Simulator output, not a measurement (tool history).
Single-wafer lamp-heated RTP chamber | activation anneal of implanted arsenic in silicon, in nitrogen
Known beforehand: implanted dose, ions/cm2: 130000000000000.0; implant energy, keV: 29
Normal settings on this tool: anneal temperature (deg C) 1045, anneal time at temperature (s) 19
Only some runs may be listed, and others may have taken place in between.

run   hour  anneal temperature (deg C)  anneal time at temperature (s)  wafers since the last listed run  wafers since the last pyrometer calibration  wafers since the reflector plate was cleaned  hours since the gauge calibration  read-back reference wafer on the same gauge, sheet resistance  sheet resistance of the implanted and annealed layer (ohm/square)
  1      0                        1045                              19                                 0                                         3728                                          7484                              103.4                                                         564.41                                                             509.08
  2    9.1                        1045                              19                               173                                         3901                                          7658                              112.5                                                         563.99                                                             509.21
  3   18.2                        1045                              22                               173                                         4075                                          7831                              121.6                                                         563.87                                                             506.78
  4   30.6                        1045                              22                               235                                         4311                                          8067                                134                                                         563.88                                                             507.17
  5   43.3                        1045                              22                               241                                         4552                                          8308                              146.7                                                         563.43                                                             506.31
  6   55.6                        1045                              26                               234                                         4786                                          8543                                159                                                         562.62                                                             506.23
  7   65.9                        1045                              26                               196                                         4982                                          8739                              169.3                                                         562.78                                                             504.79
  8   82.5                        1045                              26                               315                                         5298                                          9054                              185.9                                                         562.05                                                             505.21
      97.9  -- pyrometer window cleaned and pyrometer calibrated
  9   98.4                        1045                              19                               150                                           10                                          9205                              201.8                                                         561.43                                                             507.78
 10  113.4                        1045                              19                               285                                          295                                          9490                              216.8                                                         560.86                                                             505.71
     132.8  -- reflector plate cleaned
 11  133.3                        1045                              19                               226                                          522                                            10                              236.7                                                         560.15                                                             505.01
 12  145.6                        1071                               9                               234                                          756                                           244                                249                                                          559.1                                                             504.33
     149.2  -- gauge calibrated
 13  161.9                        1015                              12                               310                                         1066                                           554                               12.7                                                         566.08                                                              514.6
 14    178                        1045                              19                               306                                         1372                                           860                               28.8                                                         566.06                                                             510.91
 15  188.3                        1045                              27                               196                                         1568                                          1056                               39.1                                                         565.75                                                             508.73
 16  196.9                        1023                              19                               163                                         1732                                          1220                               47.7                                                         565.78                                                             512.76
 17  203.3                        1045                              25                               121                                         1854                                          1342                               54.1                                                         565.81                                                             509.18
 18  214.3                        1074                              24                               209                                         2063                                          1551                               65.1                                                          565.6                                                             503.67
 19  227.6                        1058                              25                               253                                         2316                                          1804                               78.4                                                         565.38                                                             506.55
 20  241.1                        1045                              12                               256                                         2573                                          2061                               91.9                                                         565.45                                                             514.67

Hidden state at the last listed run before each entry between runs and at the first one after, where it differs:
From run 8 to run 9: pyrometer window cleaned and pyrometer calibrated (hour 97.9)
  gauge reads high (%): -0.524 -> -0.632
  the result without the hidden state subtracted from the measured one, sheet resistance of the implanted and annealed layer (ohm/square): -2.66 -> -3.23
From run 10 to run 11: reflector plate cleaned (hour 132.8)
  gauge reads high (%): -0.742 -> -0.9
  the result without the hidden state subtracted from the measured one, sheet resistance of the implanted and annealed layer (ohm/square): -3.78 -> -4.58
From run 12 to run 13: gauge calibrated (hour 149.2)
  gauge reads high (%): -1 -> 0.203
  the result without the hidden state subtracted from the measured one, sheet resistance of the implanted and annealed layer (ohm/square): -5.11 -> +1.04
